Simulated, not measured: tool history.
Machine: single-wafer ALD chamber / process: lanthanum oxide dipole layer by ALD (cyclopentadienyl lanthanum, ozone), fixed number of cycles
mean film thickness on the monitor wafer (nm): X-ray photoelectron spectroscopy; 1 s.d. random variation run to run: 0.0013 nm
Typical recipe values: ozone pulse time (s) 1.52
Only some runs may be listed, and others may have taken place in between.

run	hour	ozone pulse time (s)	wafers since the last listed run	hours since the last thermocouple change	hours since the last ozone generator service	hours since the showerhead was replaced	hours since the gauge calibration	read-back reference wafer on the same gauge, thickness_nm	mean film thickness on the monitor wafer (nm)
1	0.0	1.80	0	1887.4	1617.2	6467.0	127.2	0.504	0.497
2	6.1	1.80	70	1893.5	1623.3	6473.1	133.3	0.504	0.499
3	14.9	1.52	102	1902.3	1632.1	6481.9	142.1	0.504	0.481
4	24.6	1.52	112	1912.0	1641.8	6491.6	151.8	0.505	0.476
5	67.2	1.52	495	1954.6	1684.4	6534.2	194.4	0.504	0.473
6	77.6	1.52	120	1965.0	1694.8	6544.6	204.8	0.504	0.472
7	84.0	1.93	74	1971.4	1701.2	6551.0	211.2	0.504	0.499
8	98.4	1.93	167	1985.8	1715.6	6565.4	225.6	0.504	0.496
# hour 112.5: ozone generator serviced
9	113.0	1.52	76	2000.4	0.5	6580.0	240.2	0.504	0.517
# hour 120.9: gauge calibrated
# hour 124.5: thermocouple changed; heater temperature recalibrated
10	125.0	1.77	46	0.5	12.5	6592.0	4.1	0.504	0.527
11	151.9	1.52	312	27.4	39.4	6618.9	31.0	0.504	0.517
12	162.4	1.52	122	37.9	49.9	6629.4	41.5	0.504	0.518
# hour 174.2: showerhead replaced
13	174.7	1.75	50	50.2	62.2	0.5	53.8	0.504	0.524
14	190.0	1.26	177	65.5	77.5	15.8	69.1	0.504	0.502
15	197.2	1.28	83	72.7	84.7	23.0	76.3	0.504	0.506
16	212.8	1.52	181	88.3	100.3	38.6	91.9	0.504	0.515
17	227.7	1.52	173	103.2	115.2	53.5	106.8	0.504	0.519
18	238.6	1.52	126	114.1	126.1	64.4	117.7	0.504	0.517
19	245.3	1.90	77	120.8	132.8	71.1	124.4	0.504	0.530
20	260.0	1.17	170	135.5	147.5	85.8	139.1	0.504	0.499
21	273.5	1.05	157	149.0	161.0	99.3	152.6	0.504	0.487
22	290.1	1.77	193	165.6	177.6	115.9	169.2	0.503	0.526
23	305.3	2.10	176	180.8	192.8	131.1	184.4	0.504	0.535
24	316.4	1.96	129	191.9	203.9	142.2	195.5	0.504	0.530
25	333.2	2.10	195	208.7	220.7	159.0	212.3	0.504	0.535
26	340.7	0.99	87	216.2	228.2	166.5	219.8	0.505	0.484

Branching from run 26: 3 alternative next runs. What would each branch give?
A	341.1	1.52	4	216.6	228.6	166.9	220.2	?	?
B	341.1	1.91	4	216.6	228.6	166.9	220.2	?	?
C	341.1	1.22	4	216.6	228.6	166.9	220.2	?	?

run	read-back reference wafer on the same gauge, thickness_nm	mean film thickness on the monitor wafer (nm)
A	0.505	0.515
B	0.505	0.528
C	0.505	0.499
Take away the tool's hidden state, keep each run's random variation, and the runs would have read:
run	mean film thickness on the monitor wafer (nm)
A	0.520
B	0.531
C	0.505

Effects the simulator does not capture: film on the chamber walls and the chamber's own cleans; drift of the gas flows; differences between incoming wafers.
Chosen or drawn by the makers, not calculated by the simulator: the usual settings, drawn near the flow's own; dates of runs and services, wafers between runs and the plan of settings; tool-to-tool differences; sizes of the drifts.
